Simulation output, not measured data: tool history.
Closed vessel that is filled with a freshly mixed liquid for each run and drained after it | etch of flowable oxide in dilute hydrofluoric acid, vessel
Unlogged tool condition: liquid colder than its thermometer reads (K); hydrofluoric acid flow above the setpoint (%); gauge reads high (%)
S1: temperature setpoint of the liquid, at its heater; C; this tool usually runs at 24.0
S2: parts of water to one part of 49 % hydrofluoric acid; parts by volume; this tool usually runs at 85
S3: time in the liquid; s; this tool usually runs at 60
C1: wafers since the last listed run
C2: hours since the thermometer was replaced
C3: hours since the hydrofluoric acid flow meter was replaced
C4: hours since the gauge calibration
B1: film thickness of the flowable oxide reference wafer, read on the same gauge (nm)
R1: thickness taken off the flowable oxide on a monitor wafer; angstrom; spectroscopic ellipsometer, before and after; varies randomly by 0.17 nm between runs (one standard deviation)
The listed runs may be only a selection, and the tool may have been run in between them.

run 1 hour=0.0 | S1=24.0 S2=85 S3=60 | C1=0 C2=701.8 C3=391.9 C4=574.7 | B1=109.98 | R1=175.0
run 2 hour=29.4 | S1=24.0 S2=85 S3=60 | C1=2294 C2=731.2 C3=421.3 C4=604.1 | B1=109.98 | R1=175.7
-- hour=196.4 thermometer replaced
run 3 hour=234.6 | S1=24.0 S2=85 S3=60 | C1=15940 C2=38.2 C3=626.5 C4=809.3 | B1=110.00 | R1=189.6
run 4 hour=287.0 | S1=24.0 S2=85 S3=60 | C1=4090 C2=90.6 C3=678.9 C4=861.7 | B1=110.01 | R1=187.9
run 5 hour=329.8 | S1=24.0 S2=85 S3=60 | C1=3341 C2=133.4 C3=721.7 C4=904.5 | B1=110.00 | R1=186.4
run 6 hour=383.7 | S1=24.0 S2=85 S3=60 | C1=4207 C2=187.3 C3=775.6 C4=958.4 | B1=110.03 | R1=181.8
run 7 hour=486.7 | S1=24.0 S2=85 S3=60 | C1=8040 C2=290.3 C3=878.6 C4=1061.4 | B1=110.01 | R1=184.6
run 8 hour=524.1 | S1=24.0 S2=85 S3=60 | C1=2919 C2=327.7 C3=916.0 C4=1098.8 | B1=110.01 | R1=178.2
run 9 hour=563.6 | S1=24.0 S2=85 S3=60 | C1=3083 C2=367.2 C3=955.5 C4=1138.3 | B1=109.98 | R1=181.7
run 10 hour=627.3 | S1=24.0 S2=85 S3=60 | C1=4972 C2=430.9 C3=1019.2 C4=1202.0 | B1=110.01 | R1=180.0
run 11 hour=667.5 | S1=24.0 S2=85 S3=75 | C1=3138 C2=471.1 C3=1059.4 C4=1242.2 | B1=109.99 | R1=227.2
run 12 hour=739.1 | S1=24.0 S2=95 S3=60 | C1=5589 C2=542.7 C3=1131.0 C4=1313.8 | B1=110.02 | R1=156.7
run 13 hour=794.2 | S1=24.0 S2=95 S3=60 | C1=4301 C2=597.8 C3=1186.1 C4=1368.9 | B1=110.01 | R1=155.3
-- hour=833.9 hydrofluoric acid flow meter replaced
run 14 hour=850.6 | S1=24.0 S2=95 S3=60 | C1=4324 C2=654.2 C3=16.7 C4=1425.3 | B1=109.99 | R1=154.2
run 15 hour=888.3 | S1=24.0 S2=85 S3=60 | C1=2942 C2=691.9 C3=54.4 C4=1463.0 | B1=110.00 | R1=176.0
run 16 hour=932.0 | S1=19.0 S2=85 S3=60 | C1=3411 C2=735.6 C3=98.1 C4=1506.7 | B1=109.99 | R1=143.5
run 17 hour=983.0 | S1=24.0 S2=105 S3=60 | C1=3981 C2=786.6 C3=149.1 C4=1557.7 | B1=110.02 | R1=139.4
run 18 hour=1013.3 | S1=21.5 S2=50 S3=60 | C1=2365 C2=816.9 C3=179.4 C4=1588.0 | B1=110.01 | R1=277.5
run 19 hour=1074.5 | S1=24.0 S2=85 S3=60 | C1=4777 C2=878.1 C3=240.6 C4=1649.2 | B1=109.99 | R1=170.9
run 20 hour=1121.9 | S1=20.5 S2=55 S3=75 | C1=3700 C2=925.5 C3=288.0 C4=1696.6 | B1=110.03 | R1=296.8
run 21 hour=1151.5 | S1=24.0 S2=125 S3=60 | C1=2310 C2=955.1 C3=317.6 C4=1726.2 | B1=110.00 | R1=111.7
-- hour=1200.8 gauge calibrated
run 22 hour=1216.5 | S1=28.0 S2=100 S3=75 | C1=5073 C2=1020.1 C3=382.6 C4=15.7 | B1=110.00 | R1=209.1
run 23 hour=1241.3 | S1=21.5 S2=45 S3=90 | C1=1935 C2=1044.9 C3=407.4 C4=40.5 | B1=110.01 | R1=456.2
run 24 hour=1269.0 | S1=22.5 S2=105 S3=40 | C1=2162 C2=1072.6 C3=435.1 C4=68.2 | B1=110.00 | R1=83.5
-- hour=1281.3 thermometer replaced
run 25 hour=1454.9 | S1=24.0 S2=85 S3=60 | C1=14433 C2=173.6 C3=621.0 C4=254.1 | B1=110.01 | R1=180.7
run 26 hour=1485.3 | S1=24.0 S2=85 S3=60 | C1=2373 C2=204.0 C3=651.4 C4=284.5 | B1=109.98 | R1=184.3
run 27 hour=1540.9 | S1=29.0 S2=60 S3=85 | C1=4340 C2=259.6 C3=707.0 C4=340.1 | B1=110.00 | R1=472.0
run 28 hour=1567.7 | S1=24.0 S2=85 S3=50 | C1=2092 C2=286.4 C3=733.8 C4=366.9 | B1=110.00 | R1=153.1
run 29 hour=1602.4 | S1=28.0 S2=45 S3=60 | C1=2708 C2=321.1 C3=768.5 C4=401.6 | B1=110.01 | R1=424.9
run 30 hour=1636.4 | S1=28.0 S2=55 S3=35 | C1=2654 C2=355.1 C3=802.5 C4=435.6 | B1=110.00 | R1=198.1

Give the tool's hidden conditions for every run:
hydrofluoric acid flow above the setpoint (%): 0 in every run
gauge reads high (%): 0 in every run
H1: liquid colder than its thermometer reads (K)
run=1 H1=1.93
run=2 H1=2
run=3 H1=0.361
run=4 H1=0.487
run=5 H1=0.59
run=6 H1=0.72
run=7 H1=0.969
run=8 H1=1.06
run=9 H1=1.15
run=10 H1=1.31
run=11 H1=1.4
run=12 H1=1.58
run=13 H1=1.71
run=14 H1=1.85
run=15 H1=1.94
run=16 H1=2.04
run=17 H1=2.17
run=18 H1=2.24
run=19 H1=2.39
run=20 H1=2.5
run=21 H1=2.57
run=22 H1=2.73
run=23 H1=2.79
run=24 H1=2.86
run=25 H1=0.786
run=26 H1=0.86
run=27 H1=0.994
run=28 H1=1.06
run=29 H1=1.14
run=30 H1=1.22

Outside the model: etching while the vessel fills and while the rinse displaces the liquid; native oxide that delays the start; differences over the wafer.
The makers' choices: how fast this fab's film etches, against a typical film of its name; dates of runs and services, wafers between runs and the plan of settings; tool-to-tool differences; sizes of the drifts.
